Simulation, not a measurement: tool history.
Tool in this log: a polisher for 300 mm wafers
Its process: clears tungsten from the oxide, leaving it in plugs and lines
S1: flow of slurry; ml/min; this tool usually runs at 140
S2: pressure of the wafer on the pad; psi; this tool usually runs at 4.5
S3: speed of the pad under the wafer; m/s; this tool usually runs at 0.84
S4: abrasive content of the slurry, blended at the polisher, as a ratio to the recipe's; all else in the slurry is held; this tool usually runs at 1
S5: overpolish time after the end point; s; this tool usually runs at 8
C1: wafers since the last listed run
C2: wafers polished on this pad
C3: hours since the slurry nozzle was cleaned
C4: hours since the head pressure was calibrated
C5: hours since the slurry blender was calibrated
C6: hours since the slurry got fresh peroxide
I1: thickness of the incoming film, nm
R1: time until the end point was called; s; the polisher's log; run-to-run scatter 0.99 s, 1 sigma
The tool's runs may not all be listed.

run   hour   S1   S2    S3    S4  S5   C1    C2     C3      C4     C5    C6     I1    R1
  1      0  140  4.5  0.84     1   8    0   104  480.5  1167.3   95.3  18.3  238.5    49
  2   41.1  140  4.5  0.84     1   8  406   510  521.6  1208.4  136.4  59.4  241.1  49.5
  3   64.7  140  4.5  0.84     1   8  233   744  545.2    1232    160    83  235.2  51.1
      72.8  -- slurry tank refilled with fresh slurry and peroxide
  4   95.4  140  4.5  0.84     1   8  293  1038  575.9  1262.7  190.7  22.6  235.4  49.9
     104.1  -- worn pad replaced by a new one
  5  129.8  140  4.5  0.84     1   8  300   254  610.3  1297.1  225.1    57    243  51.4
     145.8  -- slurry blender recalibrated
  6  163.7  140  4.5  0.96     1   8  315   570  644.2    1331   17.9  90.9  237.6  44.8
       169  -- slurry tank refilled with fresh slurry and peroxide
     176.3  -- head pressure recalibrated
  7    183  140  4.5  0.96     1   8  161   731  663.5     6.7   37.2    14    241  44.6
  8  200.1  140  3.3  0.84     1   8  169   900  680.6    23.8   54.3  31.1    242    65
     204.4  -- worn pad replaced by a new one
     209.6  -- slurry nozzle cleaned
  9  232.5  140  3.3  0.84     1   8  271   267   22.9    56.2   86.7  63.5    243  67.8
 10  263.1  140  4.5  0.84     1   8  302   570   53.5    86.8  117.3  94.1    240  51.9
     276.2  -- slurry tank refilled with fresh slurry and peroxide
 11    298  125  4.5  0.84     1  10  335   905   88.4   121.7  152.2  21.8  240.3    51
     306.4  -- worn pad replaced by a new one
 12  318.9  140  4.5  0.84     1   8  167   123  109.3   142.6  173.1  42.7  242.3  51.9
 13  333.5  140  4.5  0.84     1   8  144   267  123.9   157.2  187.7  57.3  236.5  51.4
     342.2  -- slurry blender recalibrated
 14  353.5  140  4.5  0.54  0.75   8  178   445  143.9   177.2   11.3  77.3  238.4  81.7
     374.2  -- slurry tank refilled with fresh slurry and peroxide
 15  387.8  140  4.5  0.84     1   8  329   775  178.2   211.5   45.6  13.6  241.9  51.7
     412.4  -- worn pad replaced by a new one
 16  413.1  140  4.5  0.84     1   8  210     7  203.5   236.8   70.9  38.9  237.1  50.9
 17  429.2  140  4.5  0.84  0.75  12  159   166  219.6   252.9     87    55  243.4  53.3
 18  451.7  165    6  0.84     1  11  222   389  242.1   275.4  109.5  77.5  241.9  40.5
     469.7  -- slurry tank refilled with fresh slurry and peroxide
 19  483.6  140  2.9  0.84     1   8  305   694    274   307.3  141.4  13.9  245.1  73.4
     510.4  -- worn pad replaced by a new one
 20  510.9  190  4.5  1.04   1.1   8  230     4  301.3   334.6  168.7  41.2  239.2  40.1

5 options for the next run, each taken on its own from the tool as it stands now. Forecast them:
  A  511.3  140  4.5  0.64    1   8   3   8  301.7  335  169.1  41.6  242.2   ?
  B  511.3  140  5.2  0.84    1   8   3   8  301.7  335  169.1  41.6  242.2   ?
  C  511.3  140  4.5  0.62  1.2  10   3   8  301.7  335  169.1  41.6  242.2   ?
  D  511.3  170  3.3  0.84    1   4   3   8  301.7  335  169.1  41.6  242.2   ?
  E  511.3  170  4.5  0.74  1.1   4   3   8  301.7  335  169.1  41.6  242.2   ?

run    R1
  A  68.1
  B  46.2
  C  68.5
  D  63.6
  E  56.1
Had the tool no hidden state, the same runs would have come out as:
run    R1
  A  68.1
  B  46.2
  C  68.5
  D  63.6
  E  56.1
